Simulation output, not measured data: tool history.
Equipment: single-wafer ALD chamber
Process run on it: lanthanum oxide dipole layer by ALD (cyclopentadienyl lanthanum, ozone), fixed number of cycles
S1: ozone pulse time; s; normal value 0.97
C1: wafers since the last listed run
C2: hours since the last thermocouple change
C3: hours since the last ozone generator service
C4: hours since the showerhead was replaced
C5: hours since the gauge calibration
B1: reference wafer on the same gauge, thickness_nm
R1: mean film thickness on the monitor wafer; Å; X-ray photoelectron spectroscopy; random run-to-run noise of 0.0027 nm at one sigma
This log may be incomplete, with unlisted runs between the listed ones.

{"run": 1, "hour": 0.0, "S1": 0.97, "C1": 0, "C2": 1789.3, "C3": 325.4, "C4": 4443.0, "C5": 539.1, "B1": 0.567, "R1": 4.77}
{"run": 2, "hour": 26.1, "S1": 0.97, "C1": 466, "C2": 1815.4, "C3": 351.5, "C4": 4469.1, "C5": 565.2, "B1": 0.567, "R1": 4.79}
{"run": 3, "hour": 85.4, "S1": 0.97, "C1": 1059, "C2": 1874.7, "C3": 410.8, "C4": 4528.4, "C5": 624.5, "B1": 0.566, "R1": 4.75}
{"run": 4, "hour": 130.5, "S1": 0.97, "C1": 805, "C2": 1919.8, "C3": 455.9, "C4": 4573.5, "C5": 669.6, "B1": 0.567, "R1": 4.73}
{"run": 5, "hour": 196.0, "S1": 0.97, "C1": 1169, "C2": 1985.3, "C3": 521.4, "C4": 4639.0, "C5": 735.1, "B1": 0.567, "R1": 4.71}
{"run": 6, "hour": 247.2, "S1": 0.97, "C1": 914, "C2": 2036.5, "C3": 572.6, "C4": 4690.2, "C5": 786.3, "B1": 0.566, "R1": 4.62}
{"hour": 346.6, "done": "ozone generator serviced"}
{"run": 7, "hour": 398.8, "S1": 0.78, "C1": 2564, "C2": 2188.1, "C3": 52.2, "C4": 4841.8, "C5": 937.9, "B1": 0.567, "R1": 4.41}
{"run": 8, "hour": 467.8, "S1": 0.97, "C1": 1232, "C2": 2257.1, "C3": 121.2, "C4": 4910.8, "C5": 1006.9, "B1": 0.567, "R1": 4.87}
{"hour": 484.1, "done": "thermocouple changed; heater temperature recalibrated"}
{"run": 9, "hour": 509.5, "S1": 0.97, "C1": 601, "C2": 25.4, "C3": 162.9, "C4": 4952.5, "C5": 1048.6, "B1": 0.566, "R1": 4.8}
{"run": 10, "hour": 549.0, "S1": 1.08, "C1": 705, "C2": 64.9, "C3": 202.4, "C4": 4992.0, "C5": 1088.1, "B1": 0.567, "R1": 5.01}
{"run": 11, "hour": 602.5, "S1": 0.97, "C1": 955, "C2": 118.4, "C3": 255.9, "C4": 5045.5, "C5": 1141.6, "B1": 0.568, "R1": 4.77}
{"run": 12, "hour": 658.7, "S1": 1.05, "C1": 1003, "C2": 174.6, "C3": 312.1, "C4": 5101.7, "C5": 1197.8, "B1": 0.567, "R1": 4.93}
{"hour": 718.9, "done": "showerhead replaced"}
{"run": 13, "hour": 719.4, "S1": 1.05, "C1": 941, "C2": 235.3, "C3": 372.8, "C4": 0.5, "C5": 1258.5, "B1": 0.567, "R1": 4.94}
{"run": 14, "hour": 768.1, "S1": 1.05, "C1": 869, "C2": 284.0, "C3": 421.5, "C4": 49.2, "C5": 1307.2, "B1": 0.566, "R1": 4.87}
{"run": 15, "hour": 794.3, "S1": 0.75, "C1": 467, "C2": 310.2, "C3": 447.7, "C4": 75.4, "C5": 1333.4, "B1": 0.567, "R1": 4.13}
{"run": 16, "hour": 824.0, "S1": 1.15, "C1": 530, "C2": 339.9, "C3": 477.4, "C4": 105.1, "C5": 1363.1, "B1": 0.567, "R1": 5.03}
{"run": 17, "hour": 863.6, "S1": 1.27, "C1": 707, "C2": 379.5, "C3": 517.0, "C4": 144.7, "C5": 1402.7, "B1": 0.568, "R1": 5.13}
{"run": 18, "hour": 893.3, "S1": 0.77, "C1": 530, "C2": 409.2, "C3": 546.7, "C4": 174.4, "C5": 1432.4, "B1": 0.568, "R1": 4.13}
{"run": 19, "hour": 955.5, "S1": 0.97, "C1": 1110, "C2": 471.4, "C3": 608.9, "C4": 236.6, "C5": 1494.6, "B1": 0.567, "R1": 4.64}
{"run": 20, "hour": 985.4, "S1": 1.33, "C1": 533, "C2": 501.3, "C3": 638.8, "C4": 266.5, "C5": 1524.5, "B1": 0.567, "R1": 5.2}
{"run": 21, "hour": 1036.0, "S1": 0.97, "C1": 903, "C2": 551.9, "C3": 689.4, "C4": 317.1, "C5": 1575.1, "B1": 0.567, "R1": 4.61}
{"hour": 1080.5, "done": "ozone generator serviced"}
{"run": 22, "hour": 1087.4, "S1": 1.16, "C1": 775, "C2": 603.3, "C3": 6.9, "C4": 368.5, "C5": 1626.5, "B1": 0.567, "R1": 5.18}
{"hour": 1144.7, "done": "gauge calibrated"}
{"run": 23, "hour": 1155.4, "S1": 0.58, "C1": 1214, "C2": 671.3, "C3": 74.9, "C4": 436.5, "C5": 10.7, "B1": 0.567, "R1": 3.66}

Forecast run 24:
{"run": 24, "hour": 1216.7, "S1": 0.73, "C1": 1094, "C2": 732.6, "C3": 136.2, "C4": 497.8, "C5": 72.0, "B1": "?", "R1": "?"}

B1: 0.567
R1: 4.21 Å
On a tool with no hidden condition, and with the same random variation, this run would have come out at R1 4.32 Å.
